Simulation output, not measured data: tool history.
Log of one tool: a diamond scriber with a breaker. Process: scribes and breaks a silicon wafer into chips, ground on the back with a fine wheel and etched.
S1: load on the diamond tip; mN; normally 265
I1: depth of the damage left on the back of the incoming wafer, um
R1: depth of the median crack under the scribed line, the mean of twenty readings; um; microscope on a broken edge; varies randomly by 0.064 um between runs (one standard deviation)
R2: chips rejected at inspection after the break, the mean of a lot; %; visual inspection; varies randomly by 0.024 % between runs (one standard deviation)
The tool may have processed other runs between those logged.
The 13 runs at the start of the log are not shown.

Run 14, hour 389.0: usual settings; I1 0.32. Result: R1 7.10 um, R2 1.97 %.
Run 15, hour 405.4: usual settings; I1 0.63. Result: R1 7.09 um, R2 2.31 %.
Run 16, hour 418.0: usual settings but S1 247 mN; I1 0.68. Result: R1 6.52 um, R2 4.53 %.
Run 17, hour 449.1: usual settings but S1 340 mN; I1 0.75. Result: R1 8.39 um, R2 1.72 %.
Run 18, hour 483.0: usual settings; I1 0.33. Result: R1 6.82 um, R2 2.73 %.
At hour 506.5: diamond tip replaced by a new one.
Run 19, hour 515.7: usual settings but S1 206 mN; I1 0.78. Result: R1 6.29 um, R2 7.05 %.
Run 20, hour 529.6: usual settings; I1 0.45. Result: R1 7.71 um, R2 0.61 %.
At hour 538.9: load on the tip recalibrated.
Run 21, hour 610.1: usual settings but S1 187 mN; I1 0.68. Result: R1 5.81 um, R2 13.81 %.
Run 22, hour 632.7: usual settings but S1 302 mN; I1 0.79. Result: R1 8.43 um, R2 1.99 %.
Run 23, hour 663.8: usual settings but S1 229 mN; I1 0.70. Result: R1 6.88 um, R2 3.13 %.
Run 24, hour 681.0: usual settings; I1 0.69. Result: R1 7.64 um, R2 0.61 %.
Run 25, hour 695.6: usual settings but S1 191 mN; I1 0.69. Result: R1 5.88 um, R2 12.75 %.

What does the tool deliver on the next run?
Run 26, hour 707.7: usual settings but S1 193 mN; I1 0.38. Result: R1 ?, R2 ?.

{"run 26": {"R1": 5.91, "R2": 11.31}}
The same run, on a tool lacking any hidden state, would have yielded R1 5.98 um, R2 10.40 %.

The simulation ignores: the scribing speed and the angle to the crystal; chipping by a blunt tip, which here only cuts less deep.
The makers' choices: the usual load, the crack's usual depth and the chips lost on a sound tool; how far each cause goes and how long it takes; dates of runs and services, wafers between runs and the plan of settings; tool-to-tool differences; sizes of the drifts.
